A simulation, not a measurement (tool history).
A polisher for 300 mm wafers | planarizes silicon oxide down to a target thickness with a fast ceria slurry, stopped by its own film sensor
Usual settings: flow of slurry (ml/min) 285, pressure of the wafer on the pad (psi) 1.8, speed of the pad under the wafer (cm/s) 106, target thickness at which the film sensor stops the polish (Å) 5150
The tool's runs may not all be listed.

run   hour  flow of slurry (ml/min)  pressure of the wafer on the pad (psi)  speed of the pad under the wafer (cm/s)  target thickness at which the film sensor stops the polish (Å)  wafers since the last listed run  wafers polished on this pad  hours since the slurry nozzle was cleaned  hours since the head pressure was calibrated  incoming thickness of the incoming film, nm  time until the film sensor stopped the polish (s)
  1      0                      355                                     1.8                                      136                                                            5150                                 0                          405                                      225.9                                         404.6                                       1082.5                                               38.1
  2   10.1                      355                                     1.8                                      136                                                            5150                                98                          503                                        236                                         414.7                                       1097.1                                               39.8
  3   19.5                      285                                     1.8                                      106                                                            5150                                91                          594                                      245.4                                         424.1                                         1070                                               49.8
  4   34.7                      285                                     1.8                                      106                                                            5150                               147                          741                                      260.6                                         439.3                                       1081.9                                               51.2
  5   46.3                      285                                     1.8                                      106                                                            5150                               112                          854                                      272.2                                         450.9                                       1083.8                                               53.8
  6   59.3                      285                                     1.8                                      106                                                            5150                               126                          980                                      285.2                                         463.9                                       1079.4                                               52.4
  7   75.9                      285                                     1.8                                      106                                                            5150                               161                         1141                                      301.8                                         480.5                                       1072.4                                               51.6
  8   86.2                      285                                     1.8                                      106                                                            5150                                99                         1241                                      312.1                                         490.8                                       1067.9                                               54.6
  9   97.1                      285                                     2.1                                      114                                                            5150                               105                         1347                                        323                                         501.7                                       1085.5                                                 47
 10  103.5                      285                                     1.8                                      106                                                            5150                                62                         1409                                      329.4                                         508.1                                       1104.5                                               58.9
     122.4  -- worn pad replaced by a new one
 11  139.5                      285                                     1.8                                      106                                                            5150                               310                          165                                      365.4                                         544.1                                       1093.9                                                 50
     142.6  -- head pressure recalibrated
 12  191.4                      285                                     1.3                                      106                                                            6940                               484                          650                                      417.3                                          48.8                                       1076.6                                               42.1
 13  204.5                      285                                     1.8                                      106                                                            5150                               127                          777                                      430.4                                          61.9                                       1079.6                                               53.1
 14  212.5                      255                                     1.3                                      106                                                            5150                                77                          854                                      438.4                                          69.9                                       1078.1                                               69.2
 15  224.1                      285                                     1.8                                      106                                                            5150                               112                          967                                        450                                          81.5                                       1073.8                                               51.2
     226.3  -- slurry nozzle cleaned
 16  237.9                      285                                     1.8                                       72                                                            3790                               124                         1091                                       11.6                                          95.3                                       1080.7                                               97.2
     246.8  -- worn pad replaced by a new one
 17  247.2                      250                                     2.1                                      106                                                            3670                                51                            4                                       20.9                                         104.6                                         1081                                               53.4
 18  258.6                      285                                     1.8                                      126                                                            5150                               110                          114                                       32.3                                           116                                       1072.4                                               41.1
 19  267.8                      285                                     1.8                                      106                                                            5150                                89                          204                                       41.5                                         125.2                                       1086.8                                               48.5
 20  285.3                      230                                     1.8                                      136                                                            5150                               169                          374                                         59                                         142.7                                       1082.4                                               40.6
 21  295.5                      320                                       2                                       76                                                            3590                                99                          473                                       69.2                                         152.9                                       1081.3                                               83.6
 22  304.9                      285                                     2.1                                      106                                                            5150                                91                          564                                       78.6                                         162.3                                       1083.9                                               45.6
 23  318.5                      285                                     1.8                                      106                                                            5750                               132                          696                                       92.2                                         175.9                                       1080.1                                               47.6

Forecast each of these 3 alternatives for the next run:
  A  318.9                      285                                     1.8                                      142                                                            5150                                 3                          700                                       92.6                                         176.3                                       1083.8                                                  ?
  B  318.9                      205                                     1.8                                      106                                                            6320                                 3                          700                                       92.6                                         176.3                                       1083.8                                                  ?
  C  318.9                      285                                     1.8                                       88                                                            5150                                 3                          700                                       92.6                                         176.3                                       1083.8                                                  ?

run  time until the film sensor stopped the polish (s)
  A                                               39.6
  B                                               43.8
  C                                               63.9
Without the tool's hidden state the same runs would have given:
run  time until the film sensor stopped the polish (s)
  A                                               37.2
  B                                               41.1
  C                                                 60
